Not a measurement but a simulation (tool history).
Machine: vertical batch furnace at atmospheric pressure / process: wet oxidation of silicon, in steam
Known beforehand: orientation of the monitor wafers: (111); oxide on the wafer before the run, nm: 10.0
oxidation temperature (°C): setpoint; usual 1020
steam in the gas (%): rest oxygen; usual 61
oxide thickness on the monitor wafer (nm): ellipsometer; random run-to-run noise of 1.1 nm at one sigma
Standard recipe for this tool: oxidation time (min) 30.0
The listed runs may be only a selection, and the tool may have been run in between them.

run    hour  oxidation temperature (°C)  oxidation time (min)  steam in the gas (%)  wafers since the last listed run  hours since the last temperature calibration  hours since the steam generator was serviced  hours since the gauge calibration  read-back reference wafer on the same gauge, thickness  oxide thickness on the monitor wafer (nm)
  1     0.0                        1020                  30.0                    66                                 0                                        1180.5                                         485.4                             1011.7                                                  225.28                                     260.71
  2   105.2                        1020                  30.0                    66                              1221                                        1285.7                                         590.6                             1116.9                                                  225.56                                     260.26
  3   154.4                        1020                  30.0                    66                               571                                        1334.9                                         639.8                             1166.1                                                  224.78                                     259.10
  4   232.9                        1020                  30.0                    61                               911                                        1413.4                                         718.3                             1244.6                                                  225.11                                     247.63
  5   318.1                        1020                  30.0                    61                               989                                        1498.6                                         803.5                             1329.8                                                  225.29                                     246.39
  6   370.6                        1020                  30.0                    61                               609                                        1551.1                                         856.0                             1382.3                                                  225.36                                     247.03
  7   452.8                        1020                  36.0                    61                               954                                        1633.3                                         938.2                             1464.5                                                  224.81                                     275.85
  8   520.4                        1020                  36.0                    61                               785                                        1700.9                                        1005.8                             1532.1                                                  225.48                                     274.87
  9   577.9                        1020                  30.0                    61                               667                                        1758.4                                        1063.3                             1589.6                                                  224.87                                     246.57
 10   637.8                        1020                  30.0                    51                               695                                        1818.3                                        1123.2                             1649.5                                                  224.68                                     218.96
 11   705.1                        1020                  30.0                    51                               781                                        1885.6                                        1190.5                             1716.8                                                  224.84                                     219.34
 12   742.1                        1020                  30.0                    51                               429                                        1922.6                                        1227.5                             1753.8                                                  224.55                                     218.42
      817.0  -- steam generator serviced
 13   817.5                        1020                  30.0                    61                               596                                        1998.0                                           0.5                             1829.2                                                  224.84                                     254.75
 14  1093.9                        1020                  30.0                    61                              3209                                        2274.4                                         276.9                             2105.6                                                  225.22                                     251.48
 15  1169.1                        1020                  30.0                    61                               873                                        2349.6                                         352.1                             2180.8                                                  224.59                                     248.25
 16  1259.6                        1020                  30.0                    61                              1050                                        2440.1                                         442.6                             2271.3                                                  224.86                                     248.29
 17  1339.5                        1020                  30.0                    61                               927                                        2520.0                                         522.5                             2351.2                                                  225.00                                     249.59
 18  1446.2                        1020                  16.0                    61                              1239                                        2626.7                                         629.2                             2457.9                                                  224.72                                     164.39
 19  1522.4                        1020                  30.0                    61                               884                                        2702.9                                         705.4                             2534.1                                                  225.02                                     247.11
 20  1596.0                        1020                  30.0                    52                               854                                        2776.5                                         779.0                             2607.7                                                  225.11                                     222.58
 21  1672.2                        1042                  35.5                    72                               884                                        2852.7                                         855.2                             2683.9                                                  224.66                                     341.48
 22  1765.3                        1034                  22.0                    58                              1081                                        2945.8                                         948.3                             2777.0                                                  224.55                                     213.02
     1827.1  -- gauge calibrated
     1834.6  -- thermocouples replaced and temperature profile calibrated
 23  1868.1                        1020                  43.0                    56                               915                                          33.5                                        1051.1                               41.0                                                  224.83                                     285.13
 24  1959.7                        1020                  21.5                    52                              1063                                         125.1                                        1142.7                              132.6                                                  224.55                                     173.46
     2055.3  -- steam generator serviced
 25  2055.8                        1020                  30.0                    61                               837                                         221.2                                           0.5                              228.7                                                  225.20                                     251.67
 26  2106.4                        1020                  30.0                    64                               587                                         271.8                                          51.1                              279.3                                                  225.16                                     257.19
 27  2172.0                        1020                  21.5                    71                               761                                         337.4                                         116.7                              344.9                                                  224.50                                     222.27
 28  2230.1                        1008                  35.5                    61                               674                                         395.5                                         174.8                              403.0                                                  224.67                                     257.45
 29  2299.2                        1020                  30.0                    66                               802                                         464.6                                         243.9                              472.1                                                  225.31                                     261.02
 30  2372.8                        1011                  42.0                    54                               854                                         538.2                                         317.5                              545.7                                                  225.07                                     269.04
 31  2422.3                        1013                  30.0                    61                               574                                         587.7                                         367.0                              595.2                                                  225.16                                     234.95

Some steps in oxide thickness on the monitor wafer (nm), run to run, broken into two amounts with sign: the step expected even without the hidden condition (settings, incoming material, random variation), and the rest, left for the hidden condition together with whatever gauge scatter is not in both the measured and the hidden-condition-free result:
Hidden conditions of the tool in this case: true tube temperature minus thermocouple reading, K; steam share off its setpoint, % of the setpoint; gauge reads high (%).
Run 12 -> 13: steam in the gas (%) 51 -> 61, steam generator serviced. oxide thickness on the monitor wafer (nm) +36.33: hidden state +9.03, all else +27.30.
Run 20 -> 21: oxidation temperature (°C) 1020 -> 1042, oxidation time (min) 30.0 -> 35.5, steam in the gas (%) 52 -> 72. oxide thickness on the monitor wafer (nm) +118.90: hidden state -3.36, all else +122.26.
Run 21 -> 22: oxidation temperature (°C) 1042 -> 1034, oxidation time (min) 35.5 -> 22.0, steam in the gas (%) 72 -> 58. oxide thickness on the monitor wafer (nm) -128.46: hidden state +2.85, all else -131.31.
Run 22 -> 23: oxidation temperature (°C) 1034 -> 1020, oxidation time (min) 22.0 -> 43.0, steam in the gas (%) 58 -> 56, gauge calibrated, thermocouples replaced and temperature profile calibrated. oxide thickness on the monitor wafer (nm) +72.11: hidden state -9.71, all else +81.82.
Run 23 -> 24: oxidation time (min) 43.0 -> 21.5, steam in the gas (%) 56 -> 52. oxide thickness on the monitor wafer (nm) -111.67: hidden state +5.19, all else -116.86.
Run 24 -> 25: oxidation time (min) 21.5 -> 30.0, steam in the gas (%) 52 -> 61, steam generator serviced. oxide thickness on the monitor wafer (nm) +78.21: hidden state +9.21, all else +69.00.
